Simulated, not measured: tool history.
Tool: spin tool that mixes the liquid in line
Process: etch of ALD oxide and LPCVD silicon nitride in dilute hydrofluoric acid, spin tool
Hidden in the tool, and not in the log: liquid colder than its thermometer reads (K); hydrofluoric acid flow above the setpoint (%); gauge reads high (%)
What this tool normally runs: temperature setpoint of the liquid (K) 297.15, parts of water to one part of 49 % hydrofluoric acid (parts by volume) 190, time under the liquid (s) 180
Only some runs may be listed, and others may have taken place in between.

run	hour	temperature setpoint of the liquid (K)	parts of water to one part of 49 % hydrofluoric acid (parts by volume)	time under the liquid (s)	wafers since the last listed run	hours since the thermometer was replaced	hours since the hydrofluoric acid flow meter was replaced	hours since the gauge calibration	read-back film thickness of the ALD oxide reference wafer, read on the same gauge (nm)	read-back film thickness of the LPCVD silicon nitride reference wafer, read on the same gauge (nm)	thickness taken off the ALD oxide on a monitor wafer (Å)	thickness taken off the LPCVD silicon nitride on a monitor wafer (Å)
1	0	297.15	190	180	0	853.7	1390.1	109.4	80.02	119.995	223.1	5.47
2	42.9	297.15	230	180	212	896.6	1433	152.3	80.03	119.973	177	4.03
3	104.6	297.15	190	180	305	958.3	1494.7	214	79.97	120.009	222.4	5.36
4	134.1	297.15	190	180	145	987.8	1524.2	243.5	79.98	119.989	223.4	5.38
5	324.9	297.15	190	180	943	1178.6	1715	434.3	79.98	119.998	223.2	5.83
6	386.7	297.15	190	180	305	1240.4	1776.8	496.1	80.02	120	222.6	5.32
7	424.9	297.15	190	180	188	1278.6	1815	534.3	79.99	119.982	224.9	5.37
# hour 496.9: thermometer replaced
8	626.8	297.15	190	115	993	129.9	2016.9	736.2	80.01	120.019	142.9	3.38
9	687.5	297.15	190	115	300	190.6	2077.6	796.9	80.01	119.974	143.8	3.49
# hour 727: hydrofluoric acid flow meter replaced
10	755.7	297.15	190	180	332	258.8	28.7	865.1	79.98	120.018	226.8	5.53
# hour 770.4: gauge calibrated
11	780.5	297.15	190	180	122	283.6	53.5	10.1	80	120	230.4	5.27
12	839.3	297.15	125	180	290	342.4	112.3	68.9	79.99	119.993	372.1	8.03
13	885.8	294.65	100	135	229	388.9	158.8	115.4	79.98	120.026	328.7	6.25
14	922	294.15	190	180	178	425.1	195	151.6	80.01	119.998	204.3	4.24
15	981.7	301.15	115	180	295	484.8	254.7	211.3	80.01	120.013	479.3	12.02
# hour 1004: hydrofluoric acid flow meter replaced, repeated, since the last time left the tool worse
16	1038.8	295.15	230	285	277	541.9	34.8	268.4	79.99	119.988	254.3	5.58
17	1102.1	297.15	150	105	312	605.2	98.1	331.7	80.01	120.017	169.6	3.73
18	1147.5	297.15	95	180	224	650.6	143.5	377.1	80	120.021	487.2	10.6
19	1179.8	301.15	190	255	159	682.9	175.8	409.4	79.98	120.011	359.3	8.61
20	1212	301.65	140	210	159	715.1	208	441.6	80	119.974	429.9	11
21	1252.5	297.15	280	130	200	755.6	248.5	482.1	79.98	119.986	98.5	2.34
22	1293	297.15	190	220	200	796.1	289	522.6	80.01	120.018	268.9	6.83
23	1362.7	297.15	190	180	344	865.8	358.7	592.3	79.97	119.99	220.3	4.89
24	1404.3	297.15	190	180	205	907.4	400.3	633.9	79.99	120.012	219.1	5.49
25	1471	297.15	190	180	329	974.1	467	700.6	80	119.992	219.9	5.45
26	1522.2	297.15	190	115	253	1025.3	518.2	751.8	80.01	120	140.6	3.34
27	1558.6	297.15	190	180	179	1061.7	554.6	788.2	80.01	120.03	218.3	5.61

Table of differences, measured result less the result of that run with no hidden state. Run-to-run variation is the same in both. Gauge scatter possibly is not:
run	thickness taken off the ALD oxide on a monitor wafer (Å)	thickness taken off the LPCVD silicon nitride on a monitor wafer (Å)
1	+4.8	+0.1
2	+4	+0.07
3	+5.1	+0.1
4	+5.1	+0.11
5	+5.6	+0.13
6	+5.8	+0.12
7	+6	+0.12
8	+4.1	+0.08
9	+4.2	+0.08
10	+10.4	+0.21
11	+10.6	+0.2
12	+16.6	+0.31
13	+14.4	+0.24
14	+9.7	+0.17
15	+22.2	+0.49
16	+0.5	+0.01
17	+0.4	+0.01
18	+1.5	+0.03
19	+1.4	+0.02
20	+1.7	+0.03
21	+0.5	+0.01
22	+1.4	+0.03
23	+1.3	+0.02
24	+1.3	+0.03
25	+1.6	+0.03
26	+1.1	+0.02
27	+1.8	+0.04
